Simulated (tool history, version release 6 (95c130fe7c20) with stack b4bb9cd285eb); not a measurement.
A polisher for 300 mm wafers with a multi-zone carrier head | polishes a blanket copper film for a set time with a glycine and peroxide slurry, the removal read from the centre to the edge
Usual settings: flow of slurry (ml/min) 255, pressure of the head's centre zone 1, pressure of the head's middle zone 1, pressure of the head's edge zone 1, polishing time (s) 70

run,hour,flow of slurry (ml/min),pressure of the head's centre zone,pressure of the head's middle zone,pressure of the head's edge zone,polishing time (s),"incoming thickness of the incoming film, nm",film removed at the wafer's centre (angstrom),film removed at mid-radius (angstrom),film removed at the wafer's edge (angstrom)
1,0,255,1,0.91,1,70,1171.9,3646,3376,3849
2,101.8,255,1,0.91,1,70,1193.3,3686,3378,3748
3,152.7,255,1,0.91,1,70,1204.4,3724,3426,3815
# hour 186.7: worn pad replaced by a new one
4,249.5,255,1,1,1,70,1174.9,3702,3704,3748
5,314.2,255,1,1,1,70,1185.9,3713,3750,3721
6,373.5,255,1,1,1,70,1184.8,3716,3702,3795
# hour 397.3: edge zone pressure recalibrated
# hour 411.3: slurry nozzle cleaned
# hour 430.6: worn pad replaced by a new one
7,459.8,255,1,1,1,70,1187.5,3646,3740,3705
8,538.5,255,1,1,1,70,1168.9,3692,3716,3813
9,609.1,200,1,1,0.92,63,1176.8,3201,3219,3138
# hour 626.7: worn pad replaced by a new one
10,691.8,255,1.07,1,1,70,1191.8,3953,3763,3779
# hour 695.1: centre zone pressure recalibrated
11,742.2,255,1,1,1,70,1184.3,3639,3725,3800
# hour 770: carrier head's membrane replaced by a new one
12,828.3,255,0.93,1,1,70,1194.3,3445,3723,3788
# hour 871.8: worn pad replaced by a new one
13,913.6,255,1,1,1,70,1167.9,3709,3723,3789
14,981.7,255,0.96,1.05,0.97,70,1178.6,3605,3816,3679
15,1047.7,190,1,0.95,1,70,1184.1,3612,3476,3722
# hour 1082.8: worn pad replaced by a new one
# hour 1108.3: slurry nozzle cleaned
16,1143.4,255,1,1,0.95,70,1175.1,3701,3727,3749

The tool's hidden state at each run:
removal rate lost through wear of the pad, %: 0 in every run
slurry flow missing at the pad, %: 0 in every run
deviation of the centre zone's pressure from its setpoint, %: 0 in every run
deviation of the edge zone's pressure from its setpoint, %: 0 in every run
